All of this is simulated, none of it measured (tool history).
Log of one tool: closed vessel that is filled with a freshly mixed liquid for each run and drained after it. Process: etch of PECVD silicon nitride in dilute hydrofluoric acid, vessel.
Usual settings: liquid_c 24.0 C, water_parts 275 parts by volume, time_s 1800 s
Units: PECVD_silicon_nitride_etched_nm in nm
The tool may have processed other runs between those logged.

run	hour	liquid_c	water_parts	time_s	wafers since the last listed run	hours since the thermometer was replaced	hours since the hydrofluoric acid flow meter was replaced	hours since the gauge calibration	read-back film thickness of the PECVD silicon nitride reference wafer, read on the same gauge (nm)	PECVD_silicon_nitride_etched_nm
1	0.0	24.0	275	1800	0	1531.4	59.8	632.5	139.99	11.23
2	60.2	24.0	275	1800	1708	1591.6	120.0	692.7	139.97	11.32
3	161.0	24.0	275	1800	2860	1692.4	220.8	793.5	140.03	11.35
4	221.9	24.0	275	1800	1728	1753.3	281.7	854.4	140.03	11.43
5	263.8	24.0	275	1800	1189	1795.2	323.6	896.3	139.98	11.37
6	361.0	24.0	275	1800	2758	1892.4	420.8	993.5	140.01	11.44
7	462.0	24.0	275	1800	2866	1993.4	521.8	1094.5	140.01	11.51
# hour 590.9: gauge calibrated
8	611.3	24.0	275	1800	4237	2142.7	671.1	20.4	140.00	11.52
9	710.8	24.0	275	1800	2823	2242.2	770.6	119.9	140.01	11.47
10	756.1	24.0	275	1800	1285	2287.5	815.9	165.2	139.98	11.48
11	856.5	24.0	275	1800	2849	2387.9	916.3	265.6	140.00	11.59
12	937.6	21.5	380	2395	2301	2469.0	997.4	346.7	139.94	9.60
13	1016.8	27.0	275	1110	2247	2548.2	1076.6	425.9	140.00	8.53
# hour 1039.1: thermometer replaced
14	1108.3	24.0	275	1800	2568	69.2	1168.1	517.4	140.00	11.63
15	1197.3	24.0	150	1475	2525	158.2	1257.1	606.4	140.04	17.40
16	1255.1	24.0	275	1800	1640	216.0	1314.9	664.2	140.03	11.73
# hour 1313.7: hydrofluoric acid flow meter replaced
17	1323.8	27.0	330	2385	1921	284.7	10.1	732.9	140.01	14.80
18	1396.8	24.0	390	2650	2071	357.7	83.1	805.9	140.00	11.74
19	1477.9	21.5	275	1800	2301	438.8	164.2	887.0	140.01	9.66
20	1559.2	20.5	160	1205	2307	520.1	245.5	968.3	140.01	10.24
21	1599.8	24.0	370	2095	1152	560.7	286.1	1008.9	140.01	9.80
22	1649.5	29.0	325	1800	1410	610.4	335.8	1058.6	140.04	12.99
23	1719.9	22.5	275	2135	1997	680.8	406.2	1129.0	140.00	12.21

Results for each run, recomputed without the tool's hidden state and with each run's random variation untouched:
Unlogged tool condition in this case: liquid colder than its thermometer reads (K); hydrofluoric acid flow above the setpoint (%); gauge reads high (%).
run	PECVD_silicon_nitride_etched_nm
1	11.13
2	11.19
3	11.19
4	11.24
5	11.17
6	11.21
7	11.24
8	11.21
9	11.13
10	11.13
11	11.20
12	9.26
13	8.19
14	11.16
15	16.65
16	11.20
17	14.75
18	11.67
19	9.58
20	10.14
21	9.69
22	12.82
23	12.04
